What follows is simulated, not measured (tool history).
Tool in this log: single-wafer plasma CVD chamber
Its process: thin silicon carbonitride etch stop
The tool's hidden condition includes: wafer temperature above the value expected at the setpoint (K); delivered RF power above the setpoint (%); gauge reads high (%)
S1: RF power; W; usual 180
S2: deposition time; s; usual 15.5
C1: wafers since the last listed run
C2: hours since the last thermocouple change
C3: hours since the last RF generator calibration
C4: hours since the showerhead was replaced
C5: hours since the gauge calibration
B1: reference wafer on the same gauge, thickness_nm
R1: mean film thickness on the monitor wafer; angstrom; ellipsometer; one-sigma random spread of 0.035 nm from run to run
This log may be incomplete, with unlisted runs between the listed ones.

run,hour,S1,S2,C1,C2,C3,C4,C5,B1,R1
1,0.0,180,17.7,0,1248.1,1570.1,3229.8,192.3,10.295,102.40
2,70.4,180,17.7,1189,1318.5,1640.5,3300.2,262.7,10.293,102.94
3,139.7,180,15.5,1171,1387.8,1709.8,3369.5,332.0,10.286,90.24
4,173.6,200,14.8,572,1421.7,1743.7,3403.4,365.9,10.295,88.82
5,206.6,200,14.8,557,1454.7,1776.7,3436.4,398.9,10.290,88.62
6,239.0,180,15.5,547,1487.1,1809.1,3468.8,431.3,10.281,90.26
7,282.1,180,15.5,728,1530.2,1852.2,3511.9,474.4,10.293,89.79
# hour 292.7: showerhead replaced
8,319.1,205,14.4,490,1567.2,1889.2,26.4,511.4,10.287,87.19
# hour 335.1: gauge calibrated
# hour 335.2: thermocouple changed; heater temperature recalibrated
9,346.5,165,14.0,327,11.3,1916.6,53.8,11.4,10.289,78.51
10,414.3,205,14.7,1145,79.1,1984.4,121.6,79.2,10.289,89.08

The next listed run, before its measurement:
# hour 457.4: RF generator calibrated
11,460.8,165,13.0,650,125.6,3.4,168.1,125.7,?,?

{"run 11": {"B1": 10.285, "R1": 73.15}}
Were there no unlogged condition in the tool, this run, its random variation unchanged, would have produced R1 73.15 angstrom.
